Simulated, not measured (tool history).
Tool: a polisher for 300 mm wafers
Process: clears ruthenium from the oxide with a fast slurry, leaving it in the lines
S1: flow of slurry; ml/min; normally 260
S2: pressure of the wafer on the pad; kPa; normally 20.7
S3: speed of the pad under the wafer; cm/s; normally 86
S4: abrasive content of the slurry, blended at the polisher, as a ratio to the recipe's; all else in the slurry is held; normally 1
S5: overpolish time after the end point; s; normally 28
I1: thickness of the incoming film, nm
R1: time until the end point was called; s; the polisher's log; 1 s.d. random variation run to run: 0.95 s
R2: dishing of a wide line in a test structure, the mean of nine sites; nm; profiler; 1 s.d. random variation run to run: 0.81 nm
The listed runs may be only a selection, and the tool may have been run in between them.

Run 1, day 0: usual settings; I1 211.1. Result: R1 62.5 s, R2 72.5 nm.
Run 2, day 1.688: usual settings; I1 211. Result: R1 64.7 s, R2 70.9 nm.
At day 1.883: slurry nozzle cleaned.
At day 2.033: worn pad replaced by a new one.
Run 3, day 3.112: usual settings; I1 205.9. Result: R1 55 s, R2 76.8 nm.
Run 4, day 5.462: usual settings; I1 207.5. Result: R1 55.4 s, R2 79.9 nm.
Run 5, day 7.421: usual settings; I1 210.5. Result: R1 57.5 s, R2 78.7 nm.
At day 8.342: head pressure recalibrated.
Run 6, day 9.754: usual settings but S5 33 s; I1 208.8. Result: R1 56.2 s, R2 90 nm.
Run 7, day 12.692: usual settings but S5 33 s; I1 208.8. Result: R1 55.9 s, R2 86.5 nm.
Run 8, day 14.904: usual settings but S5 33 s; I1 212.6. Result: R1 59.3 s, R2 87.8 nm.
At day 18.308: slurry blender recalibrated.
At day 20.662: slurry nozzle cleaned.
At day 22.342: worn pad replaced by a new one.
Run 9, day 22.362: usual settings; I1 212.4. Result: R1 55.2 s, R2 79.1 nm.
Run 10, day 24.579: usual settings but S1 205 ml/min, S4 1.2; I1 208.1. Result: R1 50.8 s, R2 81.2 nm.
At day 25.529: head pressure recalibrated.
Run 11, day 25.846: usual settings but S2 26.9 kPa; I1 208.7. Result: R1 45.5 s, R2 90.8 nm.
Run 12, day 27.879: usual settings; I1 211. Result: R1 55.6 s, R2 78.2 nm.
Run 13, day 29.525: usual settings; I1 212.3. Result: R1 58.1 s, R2 75.9 nm.
Run 14, day 32.242: usual settings but S1 300 ml/min, S5 19 s; I1 210.3. Result: R1 56.8 s, R2 57.3 nm.
Run 15, day 34.171: usual settings but S2 15.9 kPa, S4 1.2; I1 209.3. Result: R1 63.2 s, R2 69 nm.
Run 16, day 36.888: usual settings but S2 23.4 kPa, S5 45 s; I1 208.2. Result: R1 52.8 s, R2 112.8 nm.
At day 37.658: slurry blender recalibrated.
At day 37.779: slurry nozzle cleaned.
Run 17, day 38.762: usual settings but S1 175 ml/min, S2 25.5 kPa, S3 98 cm/s; I1 211.5. Result: R1 44.2 s, R2 93.9 nm.
Run 18, day 39.854: usual settings; I1 207.2. Result: R1 52.9 s, R2 78.1 nm.
At day 40.542: worn pad replaced by a new one, of another model than before.
Run 19, day 41.171: usual settings but S4 0.9; I1 210.6. Result: R1 58.6 s, R2 75.4 nm.
At day 43.3: head pressure recalibrated.
Run 20, day 43.321: usual settings but S4 1.25; I1 205.5. Result: R1 51 s, R2 81.6 nm.
Run 21, day 45.975: usual settings but S2 15.2 kPa, S4 1.25; I1 211.6. Result: R1 70 s, R2 65.6 nm.
Run 22, day 48.962: usual settings; I1 208.8. Result: R1 56.9 s, R2 77 nm.
Run 23, day 51.454: usual settings; I1 208.9. Result: R1 60.8 s, R2 72.9 nm.
Run 24, day 54.417: usual settings but S2 27.6 kPa, S5 39 s; I1 208.8. Result: R1 49.2 s, R2 106.2 nm.
At day 54.5: slurry blender recalibrated.
At day 57.308: worn pad replaced by a new one.
Run 25, day 57.688: usual settings but S5 17 s; I1 210. Result: R1 149.6 s, R2 22 nm.

The next listed run, before its measurement:
At day 58.233: slurry nozzle cleaned.
Run 26, day 60.629: usual settings but S2 16.5 kPa, S5 37 s; I1 207.9. Result: R1 ?, R2 ?.

R1: 68.9 s
R2: 82.7 nm
Take away the tool's hidden state, keep the run-to-run variation as it was, and the same run would have given R1 68.3 s, R2 83.3 nm.
